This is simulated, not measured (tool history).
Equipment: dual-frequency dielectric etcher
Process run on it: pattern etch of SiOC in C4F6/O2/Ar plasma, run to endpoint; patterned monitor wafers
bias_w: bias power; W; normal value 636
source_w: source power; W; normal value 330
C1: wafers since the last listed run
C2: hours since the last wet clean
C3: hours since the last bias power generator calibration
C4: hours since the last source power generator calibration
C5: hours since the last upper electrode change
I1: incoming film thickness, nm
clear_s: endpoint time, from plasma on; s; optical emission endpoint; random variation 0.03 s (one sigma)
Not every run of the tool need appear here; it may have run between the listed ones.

{"run": 1, "hour": 0.0, "bias_w": 537, "source_w": 390, "C1": 0, "C2": 249.9, "C3": 3529.6, "C4": 1627.1, "C5": 2961, "I1": 29.48, "clear_s": 9.1}
{"run": 2, "hour": 16.0, "bias_w": 636, "source_w": 330, "C1": 283, "C2": 265.9, "C3": 3545.6, "C4": 1643.1, "C5": 2977, "I1": 29.75, "clear_s": 8.9}
{"run": 3, "hour": 22.7, "bias_w": 636, "source_w": 330, "C1": 118, "C2": 272.6, "C3": 3552.3, "C4": 1649.8, "C5": 2983.7, "I1": 29.6, "clear_s": 8.8}
{"run": 4, "hour": 28.9, "bias_w": 636, "source_w": 330, "C1": 110, "C2": 278.8, "C3": 3558.5, "C4": 1656, "C5": 2989.9, "I1": 29.5, "clear_s": 8.7}
{"run": 5, "hour": 35.3, "bias_w": 636, "source_w": 330, "C1": 113, "C2": 285.2, "C3": 3564.9, "C4": 1662.4, "C5": 2996.3, "I1": 29.99, "clear_s": 8.9}
{"run": 6, "hour": 45.6, "bias_w": 636, "source_w": 370, "C1": 182, "C2": 295.5, "C3": 3575.2, "C4": 1672.7, "C5": 3006.6, "I1": 29.71, "clear_s": 8.6}
{"run": 7, "hour": 58.8, "bias_w": 636, "source_w": 370, "C1": 234, "C2": 308.7, "C3": 3588.4, "C4": 1685.9, "C5": 3019.8, "I1": 29.51, "clear_s": 8.5}
{"hour": 85.7, "done": "wet clean of the chamber"}
{"run": 8, "hour": 86.2, "bias_w": 636, "source_w": 370, "C1": 60, "C2": 0.5, "C3": 3615.8, "C4": 1713.3, "C5": 3047.2, "I1": 29.72, "clear_s": 8.9}
{"run": 9, "hour": 90.3, "bias_w": 636, "source_w": 280, "C1": 72, "C2": 4.6, "C3": 3619.9, "C4": 1717.4, "C5": 3051.3, "I1": 29.32, "clear_s": 9.5}
{"hour": 105.8, "done": "source power generator calibrated"}
{"run": 10, "hour": 106.3, "bias_w": 636, "source_w": 290, "C1": 212, "C2": 20.6, "C3": 3635.9, "C4": 0.5, "C5": 3067.3, "I1": 29.31, "clear_s": 9.4}
{"hour": 127.2, "done": "bias power generator calibrated"}
{"hour": 138.1, "done": "upper electrode replaced"}
{"run": 11, "hour": 138.6, "bias_w": 509, "source_w": 390, "C1": 308, "C2": 52.9, "C3": 11.4, "C4": 32.8, "C5": 0.5, "I1": 29.87, "clear_s": 9.7}
{"run": 12, "hour": 138.9, "bias_w": 688, "source_w": 380, "C1": 5, "C2": 53.2, "C3": 11.7, "C4": 33.1, "C5": 0.8, "I1": 29.53, "clear_s": 8.5}
{"run": 13, "hour": 139.3, "bias_w": 536, "source_w": 330, "C1": 7, "C2": 53.6, "C3": 12.1, "C4": 33.5, "C5": 1.2, "I1": 29.31, "clear_s": 9.6}
{"run": 14, "hour": 155.1, "bias_w": 592, "source_w": 330, "C1": 280, "C2": 69.4, "C3": 27.9, "C4": 49.3, "C5": 17, "I1": 29.51, "clear_s": 9.4}
{"run": 15, "hour": 163.2, "bias_w": 517, "source_w": 290, "C1": 143, "C2": 77.5, "C3": 36, "C4": 57.4, "C5": 25.1, "I1": 29.49, "clear_s": 10.2}
{"run": 16, "hour": 174.3, "bias_w": 714, "source_w": 330, "C1": 196, "C2": 88.6, "C3": 47.1, "C4": 68.5, "C5": 36.2, "I1": 29.69, "clear_s": 8.6}
{"run": 17, "hour": 192.1, "bias_w": 725, "source_w": 270, "C1": 315, "C2": 106.4, "C3": 64.9, "C4": 86.3, "C5": 54, "I1": 29.83, "clear_s": 9.1}
{"run": 18, "hour": 209.6, "bias_w": 636, "source_w": 330, "C1": 310, "C2": 123.9, "C3": 82.4, "C4": 103.8, "C5": 71.5, "I1": 29.67, "clear_s": 9.1}
{"run": 19, "hour": 220.9, "bias_w": 636, "source_w": 330, "C1": 200, "C2": 135.2, "C3": 93.7, "C4": 115.1, "C5": 82.8, "I1": 29.59, "clear_s": 9}

Take each entry between the runs: how does the hidden state at the last listed run before it differ from the hidden state at the first listed run after it?
Logged between run 7 and run 8: wet clean of the chamber (hour 85.7)
  etch rate over this chamber's usual, %: 5.08 -> 0.437
  difference, measured minus the result without the unlogged condition, clear_s: -0.4 -> -0.1 s
Logged between run 9 and run 10: source power generator calibrated (hour 105.8)
  etch rate over this chamber's usual, %: 0.498 -> 0.734
  difference, measured minus the result without the unlogged condition, clear_s: +0 -> +0 s
Logged between run 10 and run 11: bias power generator calibrated (hour 127.2); upper electrode replaced (hour 138.1)
  etch rate over this chamber's usual, %: 0.734 -> 1.21
  difference, measured minus the result without the unlogged condition, clear_s: +0 -> -0.1 s

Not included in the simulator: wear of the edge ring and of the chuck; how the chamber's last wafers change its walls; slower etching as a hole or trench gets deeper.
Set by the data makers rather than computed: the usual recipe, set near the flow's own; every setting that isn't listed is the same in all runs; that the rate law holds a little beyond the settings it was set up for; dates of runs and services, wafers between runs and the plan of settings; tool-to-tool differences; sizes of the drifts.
